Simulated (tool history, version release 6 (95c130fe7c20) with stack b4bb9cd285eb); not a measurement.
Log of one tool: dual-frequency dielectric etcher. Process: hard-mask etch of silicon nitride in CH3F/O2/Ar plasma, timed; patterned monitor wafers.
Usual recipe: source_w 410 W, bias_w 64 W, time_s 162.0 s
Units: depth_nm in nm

run	hour	source_w	bias_w	time_s	wafers since the last listed run	hours since the last wet clean	hours since the last source power generator calibration	hours since the last bias power generator calibration	hours since the last upper electrode change	hours since the gauge calibration	read-back reference wafer on the same gauge, depth_nm	depth_nm
1	0.0	410	71	174.0	0	202.4	1626.1	2888.2	3137.8	566.9	91	114.1
2	28.0	410	71	174.0	137	230.4	1654.1	2916.2	3165.8	594.9	91	114.5
3	85.9	410	64	162.0	283	288.3	1712.0	2974.1	3223.7	652.8	91	101.5
4	138.3	410	64	162.0	256	340.7	1764.4	3026.5	3276.1	705.2	91	101.8
5	168.8	410	64	162.0	149	371.2	1794.9	3057.0	3306.6	735.7	91	101.5
6	214.3	410	64	162.0	223	416.7	1840.4	3102.5	3352.1	781.2	91	102.0
7	245.9	410	64	162.0	154	448.3	1872.0	3134.1	3383.7	812.8	91	101.7
8	297.5	410	64	162.0	252	499.9	1923.6	3185.7	3435.3	864.4	91	101.5
# hour 333.5: wet clean of the chamber
9	334.0	410	71	183.0	61	0.5	1960.1	3222.2	3471.8	900.9	91	120.0
# hour 354.7: gauge calibrated
10	370.5	410	64	162.0	178	37.0	1996.6	3258.7	3508.3	15.8	91	101.6
11	422.2	410	64	162.0	253	88.7	2048.3	3310.4	3560.0	67.5	91	101.3
12	459.5	350	64	124.5	182	126.0	2085.6	3347.7	3597.3	104.8	91	73.0
# hour 481.6: source power generator calibrated
13	507.9	410	64	162.0	217	174.4	26.3	3396.1	3645.7	153.2	91	103.2
# hour 512.7: bias power generator calibrated
# hour 552.4: upper electrode replaced
14	552.9	460	53	162.0	83	219.4	71.3	40.2	0.5	198.2	91	100.9
15	585.2	410	54	162.0	158	251.7	103.6	72.5	32.8	230.5	91	97.0
16	612.6	510	64	162.0	134	279.1	131.0	99.9	60.2	257.9	91	114.7
17	678.3	410	64	162.0	322	344.8	196.7	165.6	125.9	323.6	91	104.0
18	715.4	410	64	162.0	181	381.9	233.8	202.7	163.0	360.7	91	103.8
# hour 751.2: wet clean of the chamber
19	761.9	410	64	125.0	110	10.7	280.3	249.2	209.5	407.2	91	80.3
20	805.4	410	64	162.0	213	54.2	323.8	292.7	253.0	450.7	91	103.5
21	872.5	340	64	162.0	328	121.3	390.9	359.8	320.1	517.8	91	95.7
22	913.7	310	64	162.0	201	162.5	432.1	401.0	361.3	559.0	91	91.9

Take each entry between the runs: how does the hidden state at the last listed run before it differ from the hidden state at the first listed run after it?
Between runs 8 and 9: wet clean of the chamber (hour 333.5)
  source power that arrives over what is set, %: -4.33 -> -4.41; bias power that arrives over what is set, %: -4.59 -> -4.6
  measured minus no-state result, depth_nm: -4.1 -> -5.0 nm
Between runs 9 and 10: gauge calibrated (hour 354.7)
  source power that arrives over what is set, %: -4.41 -> -4.48; bias power that arrives over what is set, %: -4.6 -> -4.61
  measured minus no-state result, depth_nm: -5.0 -> -4.2 nm
Between runs 12 and 13: source power generator calibrated (hour 481.6)
  source power that arrives over what is set, %: -4.68 -> -1.37; bias power that arrives over what is set, %: -4.63 -> -4.64
  measured minus no-state result, depth_nm: -3.1 -> -2.8 nm
Between runs 13 and 14: bias power generator calibrated (hour 512.7); upper electrode replaced (hour 552.4)
  source power that arrives over what is set, %: -1.37 -> -1.47; bias power that arrives over what is set, %: -4.64 -> -1.14
  measured minus no-state result, depth_nm: -2.8 -> -1.1 nm
Between runs 18 and 19: wet clean of the chamber (hour 751.2)
  source power that arrives over what is set, %: -1.82 -> -1.92; bias power that arrives over what is set, %: -1.88 -> -2.07
  measured minus no-state result, depth_nm: -1.7 -> -1.4 nm
